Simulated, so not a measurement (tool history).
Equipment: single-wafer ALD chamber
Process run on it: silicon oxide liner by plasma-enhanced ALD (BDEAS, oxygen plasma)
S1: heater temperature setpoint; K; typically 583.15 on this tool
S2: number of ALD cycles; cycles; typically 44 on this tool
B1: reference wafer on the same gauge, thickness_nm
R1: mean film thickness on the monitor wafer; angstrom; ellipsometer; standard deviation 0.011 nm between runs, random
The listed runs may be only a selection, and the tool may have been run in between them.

run    day      S1  S2     B1     R1
  1      0  589.15  44  3.628  42.98
  2  1.229  589.15  44   3.63  43.05
  3  2.362  589.15  44  3.629     43
  4  3.242  583.15  37  3.631  36.36
  5  4.008  583.15  44  3.629  43.43
  6  5.304  583.15  44  3.631  43.38
  7  6.571  577.15  46  3.626  45.66
  8  7.404  577.15  46  3.629  45.74
  9  8.558  577.15  46  3.633  45.51
     9.271  -- gauge calibrated
     9.979  -- thermocouple changed; heater temperature recalibrated
 10  10.05  591.15  52  3.629  50.57

Run 11, settings as shown, results not yet in. Your forecast:
 11  11.358  571.15  36   ?   ?

B1: 3.629
R1: 35.86 angstrom
Were there no unlogged condition in the tool, this run, its random variation unchanged, would have produced R1 35.86 angstrom.
